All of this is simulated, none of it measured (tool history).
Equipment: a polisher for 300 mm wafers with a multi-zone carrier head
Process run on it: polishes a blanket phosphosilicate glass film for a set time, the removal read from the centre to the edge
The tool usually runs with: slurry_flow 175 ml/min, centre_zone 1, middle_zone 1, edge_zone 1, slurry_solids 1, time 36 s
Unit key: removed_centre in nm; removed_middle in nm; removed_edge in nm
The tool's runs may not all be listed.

| run | day | slurry_flow | centre_zone | middle_zone | edge_zone | slurry_solids | time | incoming thickness of the incoming film, nm | removed_centre | removed_middle | removed_edge |
|---|---|---|---|---|---|---|---|---|---|---|---|
| 1 | 0 | 175 | 1 | 1 | 1 | 1 | 36 | 3994.7 | 287.3 | 315.9 | 315.6 |
| 2 | 1.879 | 175 | 1 | 1 | 1 | 1 | 36 | 3971.7 | 285 | 314.6 | 316.4 |
|  | 3.379 | worn pad replaced by a new one |
| 3 | 4.554 | 175 | 1 | 1 | 0.93 | 1 | 36 | 3952.1 | 283.5 | 308 | 312 |
| 4 | 6.725 | 175 | 1 | 1 | 1 | 1 | 36 | 3961.1 | 283.2 | 318.7 | 313.9 |
| 5 | 8.15 | 175 | 1 | 1 | 1 | 1 | 36 | 3953.4 | 284.1 | 316.8 | 317.1 |
| 6 | 9.208 | 175 | 1 | 1 | 1 | 1 | 36 | 4015.3 | 278.7 | 314.8 | 316.4 |
|  | 10.629 | worn pad replaced by a new one |
| 7 | 11.867 | 175 | 1 | 1 | 1 | 1 | 36 | 3955 | 286.2 | 319.6 | 311.3 |
|  | 12.283 | centre zone pressure recalibrated |
| 8 | 13.162 | 140 | 1.12 | 1 | 1 | 1 | 36 | 4012.1 | 323.6 | 296.1 | 300.5 |
|  | 13.654 | slurry nozzle cleaned |
| 9 | 15.488 | 175 | 1.05 | 1 | 0.89 | 1 | 36 | 4017.2 | 316 | 317 | 299.4 |
|  | 16.662 | worn pad replaced by a new one |
|  | 16.733 | edge zone pressure recalibrated |
| 10 | 16.892 | 190 | 1 | 1 | 1 | 1 | 36 | 4002.9 | 310.3 | 320.2 | 314.7 |
| 11 | 21.862 | 195 | 1.1 | 0.9 | 1 | 1 | 36 | 3963.2 | 330.5 | 302.3 | 317.4 |
| 12 | 23.304 | 175 | 1 | 0.96 | 1 | 1 | 47 | 3956.7 | 387.4 | 401 | 405.5 |
|  | 23.912 | worn pad replaced by a new one |
|  | 25.229 | carrier head's membrane replaced by a new one |
| 13 | 28.808 | 175 | 1 | 1 | 1 | 1 | 36 | 3946.2 | 289.1 | 322.8 | 314.9 |
| 14 | 30.225 | 195 | 1 | 1 | 1 | 1 | 36 | 3933.4 | 301 | 321.6 | 316 |
|  | 30.729 | worn pad replaced by a new one |
| 15 | 32.783 | 175 | 1 | 1 | 1 | 1 | 36 | 3952.5 | 292.6 | 314.7 | 316.3 |

Subtracting, for every run, the result it would have given without the tool's unlogged condition from the measured result gives the following. The same run-to-run variation enters both numbers; the gauge's scatter may not:
The hidden state here: removal rate lost through wear of the pad, %; slurry flow missing at the pad, %; deviation of the centre zone's pressure from its setpoint, %; deviation of the edge zone's pressure from its setpoint, %.
| run | removed_centre |
|---|---|
| 1 | -20.5 |
| 2 | -20.6 |
| 3 | -21 |
| 4 | -21.3 |
| 5 | -21.6 |
| 6 | -21.3 |
| 7 | -22.1 |
| 8 | +0.4 |
| 9 | -2.4 |
| 10 | -3.9 |
| 11 | -8.9 |
| 12 | -11.9 |
| 13 | -12.3 |
| 14 | -13.5 |
| 15 | -14.3 |
removed_middle: differs from the measured result by no more than 0.2 nm in any run.
For removed_edge, the difference is zero in each run.
